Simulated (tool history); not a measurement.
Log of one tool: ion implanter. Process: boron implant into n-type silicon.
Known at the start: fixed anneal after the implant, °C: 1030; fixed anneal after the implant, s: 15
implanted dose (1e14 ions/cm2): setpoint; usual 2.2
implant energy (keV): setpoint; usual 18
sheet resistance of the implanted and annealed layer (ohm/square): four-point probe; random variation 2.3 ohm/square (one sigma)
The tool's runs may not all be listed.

run,hour,implanted dose (1e14 ions/cm2),implant energy (keV),wafers since the last listed run,hours since the last dose calibration,hours since the extraction supply was calibrated,hours since the gauge calibration,"read-back reference wafer on the same gauge, sheet resistance",sheet resistance of the implanted and annealed layer (ohm/square)
1,0,2.2,18,0,1443,4295.8,1571.5,501.74,453.83
2,42.4,2.2,18,826,1485.4,4338.2,1613.9,502.05,449.29
3,108.5,2.2,19.5,1288,1551.5,4404.3,1680,502.15,444.8
4,204.6,2.2,19.5,1873,1647.6,4500.4,1776.1,502.4,446.25
# hour 262.1: Faraday cup replaced and dose calibrated
5,276.1,2.2,18,1238,14,4571.9,1847.6,502.31,460.54
6,321.2,2.2,18,879,59.1,4617,1892.7,501.86,459.85
7,377.7,2.2,18,1101,115.6,4673.5,1949.2,502.18,457.63
8,449.2,2.2,18,1393,187.1,4745,2020.7,502.71,460.58
9,539.3,2.2,18,1756,277.2,4835.1,2110.8,502.51,462.44
10,630.1,2.2,18,1770,368,4925.9,2201.6,502,458.44
11,699.3,2.2,18,1349,437.2,4995.1,2270.8,502.08,456.94
12,770.2,2.2,18,1382,508.1,5066,2341.7,502.32,459.93
# hour 811: extraction supply calibrated
13,988.7,2.2,18,4103,726.6,177.7,2560.2,502.42,455.24
14,1045.9,2.2,18,1115,783.8,234.9,2617.4,501.8,456.01
15,1151.8,1.65,23.5,2064,889.7,340.8,2723.3,501.48,551.67
16,1239.5,2.2,18,1709,977.4,428.5,2811,501.4,451.19
17,1344.4,2.01,18,2045,1082.3,533.4,2915.9,502.69,486.73
18,1416.1,2.2,18,1397,1154,605.1,2987.6,501.27,453.32
19,1491.7,2.2,18,1473,1229.6,680.7,3063.2,502.5,454.37
20,1545.5,2.39,18,1048,1283.4,734.5,3117,502.3,421.11
21,1591.3,1.7,16,892,1329.2,780.3,3162.8,501.47,564.93
22,1629.4,1.71,16,742,1367.3,818.4,3200.9,501.49,568.64
# hour 1658.7: gauge calibrated
23,1698.6,1.82,21,1349,1436.5,887.6,39.9,502.35,515.55
24,1766.4,1.9,22,1321,1504.3,955.4,107.7,501.86,492.89
25,1873.9,1.87,19.5,2095,1611.8,1062.9,215.2,501.73,503.27
26,1947.2,2.2,20,1429,1685.1,1136.2,288.5,502.06,444.28
# hour 1969.7: Faraday cup replaced and dose calibrated
27,2004,2.2,15,951,34.3,1193,345.3,501.33,469.16
28,2077.9,1.66,15,1440,108.2,1266.9,419.2,501.59,588.57
29,2141,1.55,23,1230,171.3,1330,482.3,501.09,595.82
30,2178.2,1.6,12.5,725,208.5,1367.2,519.5,502.08,622.29
31,2255.4,2.52,21,1505,285.7,1444.4,596.7,502.43,403.02
32,2360.6,1.9,12.5,2051,390.9,1549.6,701.9,501.34,539
33,2433,2.64,18,1411,463.3,1622,774.3,502.33,394.42
34,2511.5,2.2,18,1530,541.8,1700.5,852.8,501.95,460.51
35,2610.4,1.84,13.5,1928,640.7,1799.4,951.7,501.98,549.36
36,2681.7,1.72,15.5,1390,712,1870.7,1023,501.42,568.11

Forecast run 37:
37,2734.3,2.2,18,1025,764.6,1923.3,1075.6,?,?

{"run 37": {"read-back reference wafer on the same gauge, sheet resistance": 502.29, "sheet resistance of the implanted and annealed layer (ohm/square)": 458.58}}
Without the tool's hidden state the same run would have given sheet resistance of the implanted and annealed layer (ohm/square) 460.3.

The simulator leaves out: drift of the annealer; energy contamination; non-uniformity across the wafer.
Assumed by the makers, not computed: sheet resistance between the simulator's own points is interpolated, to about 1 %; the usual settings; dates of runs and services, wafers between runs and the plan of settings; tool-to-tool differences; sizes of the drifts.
